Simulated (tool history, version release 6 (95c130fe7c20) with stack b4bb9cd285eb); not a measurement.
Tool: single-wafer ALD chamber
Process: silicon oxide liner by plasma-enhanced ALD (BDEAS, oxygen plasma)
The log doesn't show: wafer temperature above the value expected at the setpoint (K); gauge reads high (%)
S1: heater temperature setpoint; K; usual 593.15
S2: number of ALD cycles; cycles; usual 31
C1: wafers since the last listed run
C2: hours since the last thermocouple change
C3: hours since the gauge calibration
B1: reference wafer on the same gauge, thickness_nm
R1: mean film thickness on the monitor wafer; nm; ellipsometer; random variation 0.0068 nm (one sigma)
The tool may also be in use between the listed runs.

run 1 hour=0.0 | S1=603.15 S2=28 | C1=0 C2=1771.9 C3=689.7 | B1=2.250 | R1=2.437
run 2 hour=38.6 | S1=603.15 S2=28 | C1=368 C2=1810.5 C3=728.3 | B1=2.249 | R1=2.431
run 3 hour=85.6 | S1=603.15 S2=28 | C1=448 C2=1857.5 C3=775.3 | B1=2.249 | R1=2.435
run 4 hour=186.2 | S1=593.15 S2=31 | C1=959 C2=1958.1 C3=875.9 | B1=2.250 | R1=2.746
run 5 hour=252.3 | S1=593.15 S2=31 | C1=630 C2=2024.2 C3=942.0 | B1=2.251 | R1=2.732
run 6 hour=296.6 | S1=593.15 S2=31 | C1=422 C2=2068.5 C3=986.3 | B1=2.250 | R1=2.725
run 7 hour=351.9 | S1=583.15 S2=26 | C1=527 C2=2123.8 C3=1041.6 | B1=2.251 | R1=2.340
run 8 hour=451.1 | S1=583.15 S2=26 | C1=946 C2=2223.0 C3=1140.8 | B1=2.250 | R1=2.325
run 9 hour=536.1 | S1=583.15 S2=26 | C1=810 C2=2308.0 C3=1225.8 | B1=2.250 | R1=2.315
run 10 hour=622.1 | S1=593.15 S2=31 | C1=820 C2=2394.0 C3=1311.8 | B1=2.251 | R1=2.729
-- hour=649.0 thermocouple changed; heater temperature recalibrated
run 11 hour=716.0 | S1=593.15 S2=31 | C1=819 C2=67.0 C3=1405.7 | B1=2.251 | R1=2.735
-- hour=733.1 gauge calibrated
run 12 hour=814.8 | S1=593.15 S2=31 | C1=942 C2=165.8 C3=81.7 | B1=2.250 | R1=2.745
run 13 hour=862.2 | S1=593.15 S2=31 | C1=452 C2=213.2 C3=129.1 | B1=2.251 | R1=2.740
run 14 hour=964.8 | S1=598.15 S2=27 | C1=978 C2=315.8 C3=231.7 | B1=2.249 | R1=2.369
run 15 hour=1044.3 | S1=593.15 S2=31 | C1=758 C2=395.3 C3=311.2 | B1=2.251 | R1=2.733
run 16 hour=1132.3 | S1=597.15 S2=27 | C1=839 C2=483.3 C3=399.2 | B1=2.251 | R1=2.358
run 17 hour=1173.7 | S1=584.15 S2=31 | C1=394 C2=524.7 C3=440.6 | B1=2.250 | R1=2.768
run 18 hour=1279.2 | S1=583.15 S2=35 | C1=1006 C2=630.2 C3=546.1 | B1=2.250 | R1=3.124
run 19 hour=1350.7 | S1=606.15 S2=35 | C1=682 C2=701.7 C3=617.6 | B1=2.248 | R1=3.020
run 20 hour=1400.5 | S1=585.15 S2=34 | C1=475 C2=751.5 C3=667.4 | B1=2.250 | R1=3.049
run 21 hour=1490.3 | S1=599.15 S2=26 | C1=856 C2=841.3 C3=757.2 | B1=2.249 | R1=2.282
run 22 hour=1549.7 | S1=602.15 S2=35 | C1=566 C2=900.7 C3=816.6 | B1=2.251 | R1=3.049
run 23 hour=1635.0 | S1=593.15 S2=31 | C1=813 C2=986.0 C3=901.9 | B1=2.249 | R1=2.747
run 24 hour=1707.5 | S1=597.15 S2=33 | C1=691 C2=1058.5 C3=974.4 | B1=2.252 | R1=2.887
run 25 hour=1763.7 | S1=579.15 S2=26 | C1=536 C2=1114.7 C3=1030.6 | B1=2.249 | R1=2.331
run 26 hour=1853.0 | S1=604.15 S2=33 | C1=851 C2=1204.0 C3=1119.9 | B1=2.251 | R1=2.849

3 ways to go on from here, each from the tool as it stands after run 26. What would each give?
run A hour=1853.4 | S1=593.15 S2=31 | C1=3 C2=1204.4 C3=1120.3 | B1=? | R1=?
run B hour=1853.4 | S1=588.15 S2=28 | C1=3 C2=1204.4 C3=1120.3 | B1=? | R1=?
run C hour=1853.4 | S1=593.15 S2=27 | C1=3 C2=1204.4 C3=1120.3 | B1=? | R1=?

run=A B1=2.249 R1=2.737
run=B B1=2.249 R1=2.491
run=C B1=2.249 R1=2.384
Without the tool's hidden state the same runs would have given:
run=A R1=2.737
run=B R1=2.491
run=C R1=2.384
